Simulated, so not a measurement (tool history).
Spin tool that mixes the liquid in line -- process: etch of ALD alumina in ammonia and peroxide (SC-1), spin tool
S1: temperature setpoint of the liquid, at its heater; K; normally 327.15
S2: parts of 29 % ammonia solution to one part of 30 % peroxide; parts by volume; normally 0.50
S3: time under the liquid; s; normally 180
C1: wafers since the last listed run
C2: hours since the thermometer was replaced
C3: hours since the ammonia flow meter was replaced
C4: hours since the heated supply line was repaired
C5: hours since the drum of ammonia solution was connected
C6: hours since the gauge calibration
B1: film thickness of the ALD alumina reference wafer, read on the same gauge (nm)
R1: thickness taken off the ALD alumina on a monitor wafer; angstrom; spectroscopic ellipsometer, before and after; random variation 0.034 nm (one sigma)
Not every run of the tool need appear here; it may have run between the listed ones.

run   hour      S1    S2   S3   C1      C2      C3      C4     C5     C6      B1     R1
  1    0.0  327.15  0.50  180    0  2197.5  1530.4  2388.4   26.6  496.6  119.99  103.7
  2   13.7  327.15  0.50  180  129  2211.2  1544.1  2402.1   40.3  510.3  120.00  102.8
  3   41.3  327.15  0.50  180  259  2238.8  1571.7  2429.7   67.9  537.9  119.98  103.2
  4   57.2  327.15  0.50  180  149  2254.7  1587.6  2445.6   83.8  553.8  119.99  102.9
  5   70.9  335.15  0.50  180  129  2268.4  1601.3  2459.3   97.5  567.5  119.98  157.4
      80.2  -- heated supply line repaired
  6   84.6  320.65  0.60  180  119  2282.1  1615.0     4.4  111.2  581.2  119.97   69.8
  7   95.6  327.15  0.50  180  103  2293.1  1626.0    15.4  122.2  592.2  120.01   98.0
  8  107.8  322.65  0.50  135  114  2305.3  1638.2    27.6  134.4  604.4  119.98   57.4
  9  120.5  320.65  0.35  140  119  2318.0  1650.9    40.3  147.1  617.1  120.01   51.5
     125.5  -- ammonia flow meter replaced
 10  136.9  334.15  0.50  180  145  2334.4    11.4    56.7  163.5  633.5  120.01  142.5
 11  153.5  327.15  0.30  180  156  2351.0    28.0    73.3  180.1  650.1  119.99   93.9
 12  167.9  327.15  0.50  180  135  2365.4    42.4    87.7  194.5  664.5  120.00   98.1
     180.9  -- thermometer replaced
     181.1  -- gauge calibrated
 13  191.4  327.15  0.50  180  211    10.5    65.9   111.2  218.0   10.3  119.99   98.6
     204.5  -- heated supply line repaired, repeated, since the last time left the tool worse
 14  205.6  327.15  0.70  180  124    24.7    80.1     1.1  232.2   24.5  120.02  115.2
 15  219.5  327.15  0.50  180  130    38.6    94.0    15.0  246.1   38.4  120.03  111.5
 16  225.7  327.15  0.60  180   58    44.8   100.2    21.2  252.3   44.6  120.03  112.9
 17  241.3  319.65  0.50  180  146    60.4   115.8    36.8  267.9   60.2  119.99   73.1
 18  273.7  327.15  0.50  180  305    92.8   148.2    69.2  300.3   92.6  120.01  110.5
 19  290.0  327.15  0.50  180  153   109.1   164.5    85.5  316.6  108.9  119.99  110.8
 20  299.8  333.15  0.35   75   92   118.9   174.3    95.3  326.4  118.7  119.97   61.1
 21  313.9  322.15  0.60  110  132   133.0   188.4   109.4  340.5  132.8  120.01   52.4
 22  325.6  327.15  0.40  215  110   144.7   200.1   121.1  352.2  144.5  119.99  128.7
 23  333.6  327.15  0.50  120   75   152.7   208.1   129.1  360.2  152.5  120.00   73.4
 24  340.7  327.15  0.50  180   66   159.8   215.2   136.2  367.3  159.6  120.03  110.7

Hidden state or all else? Some run-to-run changes of R1, split into what the settings, what came in and random variation would give without the hidden state, and what is left for the hidden state (with any gauge scatter that isn't in both results):
Unlogged tool condition in this case: liquid hotter than its thermometer reads (K); ammonia flow below the setpoint (%); temperature lost on the way to the wafer (K); ammonia solution weaker than its label (%); gauge reads high (%).
Run 5 -> 6: S1 335.15 -> 320.65, S2 0.50 -> 0.60, heated supply line repaired. R1 -87.6 angstrom: hidden state +2.1, all else -89.7.
Run 9 -> 10: S1 320.65 -> 334.15, S2 0.35 -> 0.50, S3 140 -> 180, ammonia flow meter replaced. R1 +91.0 angstrom: hidden state -10.7, all else +101.7.
Run 13 -> 14: S2 0.50 -> 0.70, heated supply line repaired, repeated, since the last time left the tool worse. R1 +16.6 angstrom: hidden state +12.6, all else +4.0.
